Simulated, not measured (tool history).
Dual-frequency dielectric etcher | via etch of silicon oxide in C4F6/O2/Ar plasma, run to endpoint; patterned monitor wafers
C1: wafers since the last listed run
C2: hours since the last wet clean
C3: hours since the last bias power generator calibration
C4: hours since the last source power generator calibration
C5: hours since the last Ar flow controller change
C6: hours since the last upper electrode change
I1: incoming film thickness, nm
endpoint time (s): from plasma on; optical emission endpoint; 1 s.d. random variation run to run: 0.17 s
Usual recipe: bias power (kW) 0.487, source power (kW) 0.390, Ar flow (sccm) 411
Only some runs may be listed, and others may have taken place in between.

{"run": 1, "hour": 0.0, "bias power (kW)": 0.487, "source power (kW)": 0.39, "Ar flow (sccm)": 411, "C1": 0, "C2": 242.3, "C3": 1938.5, "C4": 2054.5, "C5": 717.9, "C6": 3029.6, "I1": 118.8, "endpoint time (s)": 28.0}
{"run": 2, "hour": 86.9, "bias power (kW)": 0.487, "source power (kW)": 0.39, "Ar flow (sccm)": 411, "C1": 1622, "C2": 329.2, "C3": 2025.4, "C4": 2141.4, "C5": 804.8, "C6": 3116.5, "I1": 120.2, "endpoint time (s)": 28.3}
{"run": 3, "hour": 156.0, "bias power (kW)": 0.487, "source power (kW)": 0.39, "Ar flow (sccm)": 411, "C1": 1290, "C2": 398.3, "C3": 2094.5, "C4": 2210.5, "C5": 873.9, "C6": 3185.6, "I1": 119.7, "endpoint time (s)": 27.7}
{"run": 4, "hour": 233.1, "bias power (kW)": 0.538, "source power (kW)": 0.39, "Ar flow (sccm)": 411, "C1": 1439, "C2": 475.4, "C3": 2171.6, "C4": 2287.6, "C5": 951.0, "C6": 3262.7, "I1": 120.0, "endpoint time (s)": 26.7}
{"run": 5, "hour": 332.3, "bias power (kW)": 0.487, "source power (kW)": 0.39, "Ar flow (sccm)": 411, "C1": 1852, "C2": 574.6, "C3": 2270.8, "C4": 2386.8, "C5": 1050.2, "C6": 3361.9, "I1": 120.0, "endpoint time (s)": 27.9}
{"hour": 432.1, "done": "wet clean of the chamber"}
{"run": 6, "hour": 434.1, "bias power (kW)": 0.487, "source power (kW)": 0.39, "Ar flow (sccm)": 411, "C1": 1452, "C2": 2.0, "C3": 2372.6, "C4": 2488.6, "C5": 1152.0, "C6": 3463.7, "I1": 119.6, "endpoint time (s)": 27.5}
{"run": 7, "hour": 485.7, "bias power (kW)": 0.487, "source power (kW)": 0.39, "Ar flow (sccm)": 411, "C1": 963, "C2": 53.6, "C3": 2424.2, "C4": 2540.2, "C5": 1203.6, "C6": 3515.3, "I1": 119.5, "endpoint time (s)": 27.4}
{"hour": 511.1, "done": "source power generator calibrated"}
{"run": 8, "hour": 543.3, "bias power (kW)": 0.487, "source power (kW)": 0.39, "Ar flow (sccm)": 411, "C1": 1000, "C2": 111.2, "C3": 2481.8, "C4": 32.2, "C5": 1261.2, "C6": 3572.9, "I1": 120.1, "endpoint time (s)": 27.4}
{"run": 9, "hour": 634.5, "bias power (kW)": 0.487, "source power (kW)": 0.39, "Ar flow (sccm)": 411, "C1": 1702, "C2": 202.4, "C3": 2573.0, "C4": 123.4, "C5": 1352.4, "C6": 3664.1, "I1": 119.7, "endpoint time (s)": 27.0}
{"run": 10, "hour": 733.8, "bias power (kW)": 0.487, "source power (kW)": 0.39, "Ar flow (sccm)": 411, "C1": 1854, "C2": 301.7, "C3": 2672.3, "C4": 222.7, "C5": 1451.7, "C6": 3763.4, "I1": 119.6, "endpoint time (s)": 27.0}
{"hour": 970.1, "done": "wet clean of the chamber, repeated, since the last time left the tool worse"}
{"run": 11, "hour": 1024.0, "bias power (kW)": 0.571, "source power (kW)": 0.46, "Ar flow (sccm)": 411, "C1": 4970, "C2": 53.9, "C3": 2962.5, "C4": 512.9, "C5": 1741.9, "C6": 4053.6, "I1": 119.8, "endpoint time (s)": 24.5}
{"run": 12, "hour": 1130.6, "bias power (kW)": 0.451, "source power (kW)": 0.35, "Ar flow (sccm)": 372, "C1": 1990, "C2": 160.5, "C3": 3069.1, "C4": 619.5, "C5": 1848.5, "C6": 4160.2, "I1": 120.1, "endpoint time (s)": 30.9}
{"run": 13, "hour": 1210.0, "bias power (kW)": 0.54, "source power (kW)": 0.39, "Ar flow (sccm)": 411, "C1": 1482, "C2": 239.9, "C3": 3148.5, "C4": 698.9, "C5": 1927.9, "C6": 4239.6, "I1": 120.5, "endpoint time (s)": 26.9}
{"run": 14, "hour": 1248.1, "bias power (kW)": 0.487, "source power (kW)": 0.39, "Ar flow (sccm)": 411, "C1": 711, "C2": 278.0, "C3": 3186.6, "C4": 737.0, "C5": 1966.0, "C6": 4277.7, "I1": 119.8, "endpoint time (s)": 28.5}
{"run": 15, "hour": 1301.7, "bias power (kW)": 0.444, "source power (kW)": 0.36, "Ar flow (sccm)": 366, "C1": 1000, "C2": 331.6, "C3": 3240.2, "C4": 790.6, "C5": 2019.6, "C6": 4331.3, "I1": 120.0, "endpoint time (s)": 30.9}
{"run": 16, "hour": 1397.5, "bias power (kW)": 0.487, "source power (kW)": 0.39, "Ar flow (sccm)": 468, "C1": 1788, "C2": 427.4, "C3": 3336.0, "C4": 886.4, "C5": 2115.4, "C6": 4427.1, "I1": 119.7, "endpoint time (s)": 28.6}
{"hour": 1413.7, "done": "Ar flow controller replaced"}
{"run": 17, "hour": 1496.9, "bias power (kW)": 0.532, "source power (kW)": 0.49, "Ar flow (sccm)": 411, "C1": 1743, "C2": 526.8, "C3": 3435.4, "C4": 985.8, "C5": 83.2, "C6": 4526.5, "I1": 118.4, "endpoint time (s)": 23.6}
{"hour": 1579.2, "done": "wet clean of the chamber"}
{"run": 18, "hour": 1596.5, "bias power (kW)": 0.585, "source power (kW)": 0.35, "Ar flow (sccm)": 349, "C1": 1411, "C2": 17.3, "C3": 3535.0, "C4": 1085.4, "C5": 182.8, "C6": 4626.1, "I1": 120.3, "endpoint time (s)": 27.3}
{"run": 19, "hour": 1684.1, "bias power (kW)": 0.487, "source power (kW)": 0.39, "Ar flow (sccm)": 411, "C1": 1635, "C2": 104.9, "C3": 3622.6, "C4": 1173.0, "C5": 270.4, "C6": 4713.7, "I1": 120.7, "endpoint time (s)": 28.6}
{"run": 20, "hour": 1724.8, "bias power (kW)": 0.487, "source power (kW)": 0.39, "Ar flow (sccm)": 411, "C1": 759, "C2": 145.6, "C3": 3663.3, "C4": 1213.7, "C5": 311.1, "C6": 4754.4, "I1": 119.3, "endpoint time (s)": 28.4}
{"hour": 1825.2, "done": "bias power generator calibrated"}
{"hour": 1879.5, "done": "upper electrode replaced"}
{"run": 21, "hour": 1974.5, "bias power (kW)": 0.487, "source power (kW)": 0.3, "Ar flow (sccm)": 411, "C1": 4139, "C2": 395.3, "C3": 149.3, "C4": 1463.4, "C5": 560.8, "C6": 95.0, "I1": 118.9, "endpoint time (s)": 32.9}
{"run": 22, "hour": 2074.2, "bias power (kW)": 0.53, "source power (kW)": 0.39, "Ar flow (sccm)": 333, "C1": 1861, "C2": 495.0, "C3": 249.0, "C4": 1563.1, "C5": 660.5, "C6": 194.7, "I1": 119.9, "endpoint time (s)": 26.7}
{"run": 23, "hour": 2140.0, "bias power (kW)": 0.487, "source power (kW)": 0.36, "Ar flow (sccm)": 332, "C1": 1228, "C2": 560.8, "C3": 314.8, "C4": 1628.9, "C5": 726.3, "C6": 260.5, "I1": 119.7, "endpoint time (s)": 28.6}
{"hour": 2206.9, "done": "wet clean of the chamber"}
{"run": 24, "hour": 2227.4, "bias power (kW)": 0.487, "source power (kW)": 0.39, "Ar flow (sccm)": 411, "C1": 1183, "C2": 20.5, "C3": 402.2, "C4": 1716.3, "C5": 813.7, "C6": 347.9, "I1": 118.5, "endpoint time (s)": 28.3}
{"run": 25, "hour": 2282.6, "bias power (kW)": 0.571, "source power (kW)": 0.39, "Ar flow (sccm)": 411, "C1": 1030, "C2": 75.7, "C3": 457.4, "C4": 1771.5, "C5": 868.9, "C6": 403.1, "I1": 120.4, "endpoint time (s)": 26.6}
{"run": 26, "hour": 2383.2, "bias power (kW)": 0.434, "source power (kW)": 0.36, "Ar flow (sccm)": 411, "C1": 1878, "C2": 176.3, "C3": 558.0, "C4": 1872.1, "C5": 969.5, "C6": 503.7, "I1": 119.8, "endpoint time (s)": 31.8}
{"run": 27, "hour": 2488.4, "bias power (kW)": 0.535, "source power (kW)": 0.47, "Ar flow (sccm)": 411, "C1": 1964, "C2": 281.5, "C3": 663.2, "C4": 1977.3, "C5": 1074.7, "C6": 608.9, "I1": 119.6, "endpoint time (s)": 24.5}
{"run": 28, "hour": 2536.7, "bias power (kW)": 0.567, "source power (kW)": 0.39, "Ar flow (sccm)": 411, "C1": 901, "C2": 329.8, "C3": 711.5, "C4": 2025.6, "C5": 1123.0, "C6": 657.2, "I1": 119.9, "endpoint time (s)": 26.3}

5 options for the next run, each taken on its own from the tool as it stands now. Forecast them:
{"run": "A", "hour": 2537.1, "bias power (kW)": 0.487, "source power (kW)": 0.39, "Ar flow (sccm)": 411, "C1": 7, "C2": 330.2, "C3": 711.9, "C4": 2026.0, "C5": 1123.4, "C6": 657.6, "I1": 120.0, "endpoint time (s)": "?"}
{"run": "B", "hour": 2537.1, "bias power (kW)": 0.42, "source power (kW)": 0.34, "Ar flow (sccm)": 351, "C1": 7, "C2": 330.2, "C3": 711.9, "C4": 2026.0, "C5": 1123.4, "C6": 657.6, "I1": 120.0, "endpoint time (s)": "?"}
{"run": "C", "hour": 2537.1, "bias power (kW)": 0.487, "source power (kW)": 0.39, "Ar flow (sccm)": 338, "C1": 7, "C2": 330.2, "C3": 711.9, "C4": 2026.0, "C5": 1123.4, "C6": 657.6, "I1": 120.0, "endpoint time (s)": "?"}
{"run": "D", "hour": 2537.1, "bias power (kW)": 0.393, "source power (kW)": 0.49, "Ar flow (sccm)": 339, "C1": 7, "C2": 330.2, "C3": 711.9, "C4": 2026.0, "C5": 1123.4, "C6": 657.6, "I1": 120.0, "endpoint time (s)": "?"}
{"run": "E", "hour": 2537.1, "bias power (kW)": 0.538, "source power (kW)": 0.39, "Ar flow (sccm)": 343, "C1": 7, "C2": 330.2, "C3": 711.9, "C4": 2026.0, "C5": 1123.4, "C6": 657.6, "I1": 120.0, "endpoint time (s)": "?"}

run=A endpoint_time_(s)=28.7
run=B endpoint_time_(s)=32.9
run=C endpoint_time_(s)=28.2
run=D endpoint_time_(s)=27.8
run=E endpoint_time_(s)=26.9
Without the tool's hidden state the same runs would have given:
run=A endpoint_time_(s)=29.0
run=B endpoint_time_(s)=33.4
run=C endpoint_time_(s)=28.6
run=D endpoint_time_(s)=28.1
run=E endpoint_time_(s)=27.3

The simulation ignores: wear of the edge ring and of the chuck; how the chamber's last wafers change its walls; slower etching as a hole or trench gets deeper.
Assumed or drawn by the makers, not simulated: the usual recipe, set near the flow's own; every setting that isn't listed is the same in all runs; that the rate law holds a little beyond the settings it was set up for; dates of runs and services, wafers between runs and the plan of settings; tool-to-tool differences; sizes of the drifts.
